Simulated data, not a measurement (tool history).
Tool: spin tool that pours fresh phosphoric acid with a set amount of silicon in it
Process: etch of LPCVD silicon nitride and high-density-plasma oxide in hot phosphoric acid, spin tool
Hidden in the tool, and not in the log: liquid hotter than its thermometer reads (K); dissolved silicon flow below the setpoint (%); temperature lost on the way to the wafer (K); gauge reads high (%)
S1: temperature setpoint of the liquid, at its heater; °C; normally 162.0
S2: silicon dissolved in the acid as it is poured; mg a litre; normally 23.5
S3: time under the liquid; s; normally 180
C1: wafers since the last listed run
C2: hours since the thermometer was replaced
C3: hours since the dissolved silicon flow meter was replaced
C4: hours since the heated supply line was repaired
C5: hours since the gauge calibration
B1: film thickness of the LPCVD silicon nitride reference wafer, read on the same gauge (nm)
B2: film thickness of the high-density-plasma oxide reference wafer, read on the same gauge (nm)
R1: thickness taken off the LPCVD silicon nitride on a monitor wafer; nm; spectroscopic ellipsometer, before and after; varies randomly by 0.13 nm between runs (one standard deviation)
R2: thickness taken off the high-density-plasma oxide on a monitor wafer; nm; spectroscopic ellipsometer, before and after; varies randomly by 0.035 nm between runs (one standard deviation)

Run 1, hour 0.0: usual settings; C1 0; C2 1711.3; C3 1763.9; C4 1809.9; C5 401.1; B1 129.99; B2 130.017. Result: R1 17.68 nm, R2 0.626 nm.
Run 2, hour 58.4: usual settings but S2 13.0 mg a litre; C1 305; C2 1769.7; C3 1822.3; C4 1868.3; C5 459.5; B1 130.04; B2 130.014. Result: R1 17.80 nm, R2 0.667 nm.
Run 3, hour 88.9: usual settings but S2 13.0 mg a litre; C1 159; C2 1800.2; C3 1852.8; C4 1898.8; C5 490.0; B1 130.03; B2 129.990. Result: R1 17.82 nm, R2 0.849 nm.
Run 4, hour 146.7: usual settings but S3 155 s; C1 302; C2 1858.0; C3 1910.6; C4 1956.6; C5 547.8; B1 130.04; B2 129.987. Result: R1 15.25 nm, R2 0.480 nm.
At hour 163.8: dissolved silicon flow meter replaced.
Run 5, hour 203.4: usual settings but S3 155 s; C1 291; C2 1914.7; C3 39.6; C4 2013.3; C5 604.5; B1 130.01; B2 130.001. Result: R1 15.44 nm, R2 0.570 nm.
Run 6, hour 245.3: usual settings but S3 155 s; C1 219; C2 1956.6; C3 81.5; C4 2055.2; C5 646.4; B1 129.98; B2 130.022. Result: R1 15.48 nm, R2 0.535 nm.
Run 7, hour 310.0: usual settings; C1 338; C2 2021.3; C3 146.2; C4 2119.9; C5 711.1; B1 130.04; B2 130.032. Result: R1 17.95 nm, R2 0.611 nm.
At hour 332.5: thermometer replaced.
Run 8, hour 369.3: usual settings but S1 165.0 °C, S2 42.0 mg a litre; C1 304; C2 36.8; C3 205.5; C4 2179.2; C5 770.4; B1 130.05; B2 129.993. Result: R1 18.32 nm, R2 0.244 nm.
Run 9, hour 440.0: usual settings but S1 159.5 °C, S2 31.0 mg a litre; C1 369; C2 107.5; C3 276.2; C4 2249.9; C5 841.1; B1 129.97; B2 130.002. Result: R1 15.47 nm, R2 0.346 nm.
Run 10, hour 494.0: usual settings but S2 32.0 mg a litre; C1 282; C2 161.5; C3 330.2; C4 2303.9; C5 895.1; B1 129.99; B2 130.021. Result: R1 17.10 nm, R2 0.417 nm.
Run 11, hour 520.5: usual settings but S2 9.5 mg a litre; C1 138; C2 188.0; C3 356.7; C4 2330.4; C5 921.6; B1 130.03; B2 129.997. Result: R1 16.92 nm, R2 0.769 nm.
Run 12, hour 579.6: usual settings but S1 163.5 °C, S2 41.5 mg a litre, S3 90 s; C1 309; C2 247.1; C3 415.8; C4 2389.5; C5 980.7; B1 130.01; B2 130.002. Result: R1 8.91 nm, R2 0.134 nm.
Run 13, hour 632.3: usual settings but S1 165.0 °C, S3 225 s; C1 275; C2 299.8; C3 468.5; C4 2442.2; C5 1033.4; B1 130.02; B2 130.017. Result: R1 23.15 nm, R2 0.805 nm.

For run 14, what comes out?
At hour 644.8: heated supply line repaired.
At hour 665.5: gauge calibrated.
Run 14, hour 697.1: usual settings but S1 163.5 °C, S2 42.0 mg a litre; C1 333; C2 364.6; C3 533.3; C4 52.3; C5 31.6; B1 ?; B2 ?. Result: R1 ?, R2 ?.

{"run 14": {"B1": 130.01, "B2": 130.011, "R1": 17.97, "R2": 0.255}}
Minus the tool's unlogged condition, the same run would have read R1 17.66 nm, R2 0.245 nm.
